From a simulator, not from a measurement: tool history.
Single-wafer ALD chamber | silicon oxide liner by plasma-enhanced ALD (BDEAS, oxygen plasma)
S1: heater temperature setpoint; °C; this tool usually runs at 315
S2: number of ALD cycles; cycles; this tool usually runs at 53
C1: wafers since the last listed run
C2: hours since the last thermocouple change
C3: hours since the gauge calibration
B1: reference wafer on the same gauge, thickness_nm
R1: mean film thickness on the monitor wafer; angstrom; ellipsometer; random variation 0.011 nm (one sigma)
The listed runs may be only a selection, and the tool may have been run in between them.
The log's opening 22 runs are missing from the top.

run,day,S1,S2,C1,C2,C3,B1,R1
23,85.408,315,53,633,770.8,667.4,5.069,45.32
24,88.629,308,47,530,848.1,744.7,5.079,40.45
25,90.188,315,63,256,885.5,782.1,5.072,53.94
26,102.746,307,47,2067,1186.9,1083.5,5.066,40.59
27,105.246,315,46,411,1246.9,1143.5,5.073,39.16
28,108.008,315,63,454,1313.2,1209.8,5.070,53.65
29,111.442,322,59,565,1395.6,1292.2,5.068,49.62
30,113.946,302,44,412,1455.7,1352.3,5.070,38.19
31,117.846,315,53,642,1549.3,1445.9,5.067,44.96
32,122.225,315,53,721,1654.4,1551.0,5.072,45.21
33,124.804,320,43,424,1716.3,1612.9,5.066,36.36
34,127.533,309,45,449,1781.8,1678.4,5.064,38.69
35,130.350,326,46,463,1849.4,1746.0,5.073,38.31
36,133.171,307,53,464,1917.1,1813.7,5.071,45.57
37,137.300,315,60,679,2016.2,1912.8,5.070,51.06
38,141.492,306,49,690,2116.8,2013.4,5.070,42.39
39,145.471,320,53,655,2212.3,2108.9,5.073,44.56

Consider 4 possible next runs. They are alternatives, not a sequence: every one starts from the tool as it was left by run 39. What does each give?
A,145.492,319,53,3,2212.8,2109.4,?,?
B,145.492,308,48,3,2212.8,2109.4,?,?
C,145.492,323,43,3,2212.8,2109.4,?,?
D,145.492,315,62,3,2212.8,2109.4,?,?

run,B1,R1
A,5.073,44.71
B,5.073,41.23
C,5.073,36.04
D,5.073,52.65
Without the tool's unlogged condition, the same runs would have read:
run,R1
A,45.04
B,41.52
C,36.30
D,53.03
